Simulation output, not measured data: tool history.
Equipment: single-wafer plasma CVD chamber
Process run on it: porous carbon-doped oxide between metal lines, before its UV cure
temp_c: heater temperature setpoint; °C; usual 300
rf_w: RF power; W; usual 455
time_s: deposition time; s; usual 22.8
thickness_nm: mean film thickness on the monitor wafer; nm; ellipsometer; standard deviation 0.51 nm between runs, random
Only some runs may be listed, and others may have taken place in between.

run,day,temp_c,rf_w,time_s,wafers since the last listed run,hours since the last thermocouple change,hours since the last RF generator calibration,hours since the showerhead was replaced,hours since the gauge calibration,"read-back reference wafer on the same gauge, thickness_nm",thickness_nm
1,0,300,455,19.2,0,833.3,1294.3,7042.8,222.3,136.834,95.256
2,4.454,300,455,22.8,2865,940.2,1401.2,7149.7,329.2,137.118,113.319
3,8.417,300,455,22.8,2548,1035.3,1496.3,7244.8,424.3,137.103,111.925
4,10.196,300,455,22.8,1144,1078,1539,7287.5,467,136.904,112.792
5,11.875,300,455,22.8,1080,1118.3,1579.3,7327.8,507.3,136.914,111.258
# day 15.183: thermocouple changed; heater temperature recalibrated
6,15.204,300,455,22.8,1926,0.5,1659.2,7407.7,587.2,137.044,112.594
7,16.921,300,455,22.8,1104,41.7,1700.4,7448.9,628.4,136.976,110.71
8,20.117,300,455,21,2055,118.4,1777.1,7525.6,705.1,137.067,102.555
9,23.371,306,455,21.8,2093,196.5,1855.2,7603.7,783.2,137.181,103.039
10,26.417,306,455,21.8,1959,269.6,1928.3,7676.8,856.3,136.944,102.727
11,30.212,300,400,22.8,2441,360.7,2019.4,7767.9,947.4,136.935,102.141
12,33.392,300,400,22.8,2044,437,2095.7,7844.2,1023.7,136.873,102.041
13,36.554,300,455,22.8,2034,512.9,2171.6,7920.1,1099.6,136.885,109.954
# day 38.817: gauge calibrated
14,38.967,300,530,20.7,1551,570.8,2229.5,7978,3.6,136.672,108.819
# day 40.154: RF generator calibrated
15,40.488,294,400,26.9,763,607.3,8,8014.5,40.1,137.186,127.892
16,43.633,313,385,20.1,2023,682.8,83.5,8090,115.6,136.741,85.067
17,47.825,296,480,20.5,2696,783.4,184.1,8190.6,216.2,136.878,108.644
18,51.933,300,525,22.8,2642,882,282.7,8289.2,314.8,137.357,122.175
19,55.996,300,455,22.8,2613,979.5,380.2,8386.7,412.3,136.997,113.777

Forecast run 20:
# day 56.788: thermocouple changed; heater temperature recalibrated
# day 65.325: showerhead replaced
20,66.258,314,490,26.7,6172,227.3,626.5,22.4,658.6,?,?

Run 20 produced read-back reference wafer on the same gauge, thickness_nm 137.247, thickness_nm 127.207 nm.
Take away the tool's hidden state, keep the run-to-run variation as it was, and the same run would have given thickness_nm 128.901 nm.

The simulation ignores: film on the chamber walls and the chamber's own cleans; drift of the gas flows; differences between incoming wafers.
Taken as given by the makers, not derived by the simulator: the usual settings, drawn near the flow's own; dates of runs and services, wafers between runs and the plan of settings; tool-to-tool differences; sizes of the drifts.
